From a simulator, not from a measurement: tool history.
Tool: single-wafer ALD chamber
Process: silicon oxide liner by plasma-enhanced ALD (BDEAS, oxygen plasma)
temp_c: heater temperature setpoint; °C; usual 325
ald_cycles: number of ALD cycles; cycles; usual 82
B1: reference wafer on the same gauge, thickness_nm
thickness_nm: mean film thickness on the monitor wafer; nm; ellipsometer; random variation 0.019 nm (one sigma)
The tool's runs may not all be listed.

run 1 day=0 | temp_c=325 ald_cycles=82 | B1=8.973 | thickness_nm=7.662
run 2 day=1.325 | temp_c=325 ald_cycles=82 | B1=8.99 | thickness_nm=7.678
run 3 day=2.825 | temp_c=318 ald_cycles=91 | B1=8.987 | thickness_nm=8.61
run 4 day=5.458 | temp_c=325 ald_cycles=69 | B1=8.99 | thickness_nm=6.474
run 5 day=6.792 | temp_c=325 ald_cycles=69 | B1=8.993 | thickness_nm=6.461
run 6 day=8.492 | temp_c=325 ald_cycles=82 | B1=9 | thickness_nm=7.648
run 7 day=10.346 | temp_c=325 ald_cycles=78 | B1=9.008 | thickness_nm=7.318
run 8 day=11.904 | temp_c=325 ald_cycles=78 | B1=9.01 | thickness_nm=7.306
run 9 day=13.717 | temp_c=325 ald_cycles=82 | B1=9.012 | thickness_nm=7.714
run 10 day=16.221 | temp_c=321 ald_cycles=82 | B1=9.022 | thickness_nm=7.746
run 11 day=18.488 | temp_c=325 ald_cycles=82 | B1=9.017 | thickness_nm=7.741
run 12 day=20.542 | temp_c=325 ald_cycles=82 | B1=9.022 | thickness_nm=7.669
run 13 day=22.267 | temp_c=329 ald_cycles=82 | B1=9.018 | thickness_nm=7.675
run 14 day=25.758 | temp_c=329 ald_cycles=82 | B1=9.035 | thickness_nm=7.678
-- day=27.754 thermocouple changed; heater temperature recalibrated
run 15 day=28.229 | temp_c=315 ald_cycles=82 | B1=9.033 | thickness_nm=7.819
run 16 day=29.692 | temp_c=325 ald_cycles=82 | B1=9.038 | thickness_nm=7.711
run 17 day=31.133 | temp_c=318 ald_cycles=97 | B1=9.048 | thickness_nm=9.242
run 18 day=34.008 | temp_c=333 ald_cycles=89 | B1=9.049 | thickness_nm=8.318
run 19 day=36.3 | temp_c=336 ald_cycles=89 | B1=9.054 | thickness_nm=8.272
run 20 day=37.796 | temp_c=330 ald_cycles=82 | B1=9.066 | thickness_nm=7.695
run 21 day=40.05 | temp_c=321 ald_cycles=77 | B1=9.068 | thickness_nm=7.262
run 22 day=41.658 | temp_c=319 ald_cycles=82 | B1=9.073 | thickness_nm=7.78
run 23 day=42.883 | temp_c=332 ald_cycles=75 | B1=9.062 | thickness_nm=7.013
run 24 day=45.717 | temp_c=325 ald_cycles=82 | B1=9.085 | thickness_nm=7.794
-- day=45.921 gauge calibrated
run 25 day=48.617 | temp_c=311 ald_cycles=70 | B1=8.926 | thickness_nm=6.598
run 26 day=50.65 | temp_c=312 ald_cycles=92 | B1=8.933 | thickness_nm=8.684
run 27 day=53.421 | temp_c=325 ald_cycles=82 | B1=8.932 | thickness_nm=7.616
run 28 day=54.488 | temp_c=325 ald_cycles=72 | B1=8.933 | thickness_nm=6.72
run 29 day=57.054 | temp_c=325 ald_cycles=82 | B1=8.94 | thickness_nm=7.629
run 30 day=59.012 | temp_c=313 ald_cycles=69 | B1=8.952 | thickness_nm=6.516
run 31 day=60.983 | temp_c=319 ald_cycles=94 | B1=8.962 | thickness_nm=8.791
run 32 day=62.529 | temp_c=325 ald_cycles=82 | B1=8.956 | thickness_nm=7.654
run 33 day=64.996 | temp_c=325 ald_cycles=82 | B1=8.958 | thickness_nm=7.632

4 ways to go on from here, each from the tool as it stands after run 33. What would each give?
run A day=65.017 | temp_c=325 ald_cycles=82 | B1=? | thickness_nm=?
run B day=65.017 | temp_c=336 ald_cycles=77 | B1=? | thickness_nm=?
run C day=65.017 | temp_c=325 ald_cycles=73 | B1=? | thickness_nm=?
run D day=65.017 | temp_c=325 ald_cycles=88 | B1=? | thickness_nm=?

run=A B1=8.963 thickness_nm=7.642
run=B B1=8.963 thickness_nm=7.075
run=C B1=8.963 thickness_nm=6.803
run=D B1=8.963 thickness_nm=8.201
Without the tool's hidden state the same runs would have given:
run=A thickness_nm=7.601
run=B thickness_nm=7.038
run=C thickness_nm=6.767
run=D thickness_nm=8.157
